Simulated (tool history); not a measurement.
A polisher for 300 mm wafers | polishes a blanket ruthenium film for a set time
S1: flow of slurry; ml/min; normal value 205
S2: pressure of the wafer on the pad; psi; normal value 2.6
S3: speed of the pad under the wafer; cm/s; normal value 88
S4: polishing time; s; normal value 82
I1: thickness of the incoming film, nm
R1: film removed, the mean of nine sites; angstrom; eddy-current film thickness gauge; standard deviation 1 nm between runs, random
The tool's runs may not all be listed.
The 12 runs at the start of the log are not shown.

run,hour,S1,S2,S3,S4,I1,R1
13,330.7,205,2.6,88,82,507.6,958
14,350.5,205,2.6,88,82,511.2,953
15,393.4,205,2.6,88,66,504.6,756
16,410.2,205,2.6,88,82,503.4,954
17,428.4,250,2.1,60,90,501.2,683
18,451.7,240,2.9,74,53,508.1,616
19,472.8,205,3.1,88,82,513.7,1115
# hour 477.4: worn pad replaced by a new one
20,494.4,205,2.6,88,63,512.0,726
21,527.5,205,2.6,78,82,508.9,878
22,556.3,205,2.6,88,82,505.3,948
# hour 566.5: slurry nozzle cleaned
23,581.6,205,2.3,96,82,503.7,913
24,596.9,205,2.6,88,104,510.8,1216
25,615.2,160,2.6,88,82,516.9,916
26,650.9,165,2.6,88,82,500.8,911
# hour 664.2: worn pad replaced by a new one
# hour 672.0: head pressure recalibrated
27,735.8,250,2.1,60,90,508.4,684
28,765.8,205,2.6,88,82,513.1,939
29,786.0,250,1.9,112,109,510.8,1163
30,815.7,245,3.4,106,82,519.9,1411
31,839.5,205,2.6,88,82,517.3,952
32,852.4,205,2.6,88,82,512.3,941
# hour 864.0: worn pad replaced by a new one
33,865.3,205,2.6,88,82,506.5,947
34,943.0,180,3.0,88,65,514.5,846
35,955.6,180,2.6,78,82,504.4,859
36,968.4,205,2.6,88,104,509.3,1199

Forecast each of these 5 alternatives for the next run:
A,968.8,260,2.6,88,82,510.1,?
B,968.8,175,2.6,88,82,510.1,?
C,968.8,205,2.6,88,109,510.1,?
D,968.8,265,3.0,100,62,510.1,?
E,968.8,205,2.1,88,82,510.1,?

run,R1
A,989
B,941
C,1279
D,935
E,795
Without the tool's hidden state the same runs would have given:
run,R1
A,989
B,941
C,1279
D,935
E,795

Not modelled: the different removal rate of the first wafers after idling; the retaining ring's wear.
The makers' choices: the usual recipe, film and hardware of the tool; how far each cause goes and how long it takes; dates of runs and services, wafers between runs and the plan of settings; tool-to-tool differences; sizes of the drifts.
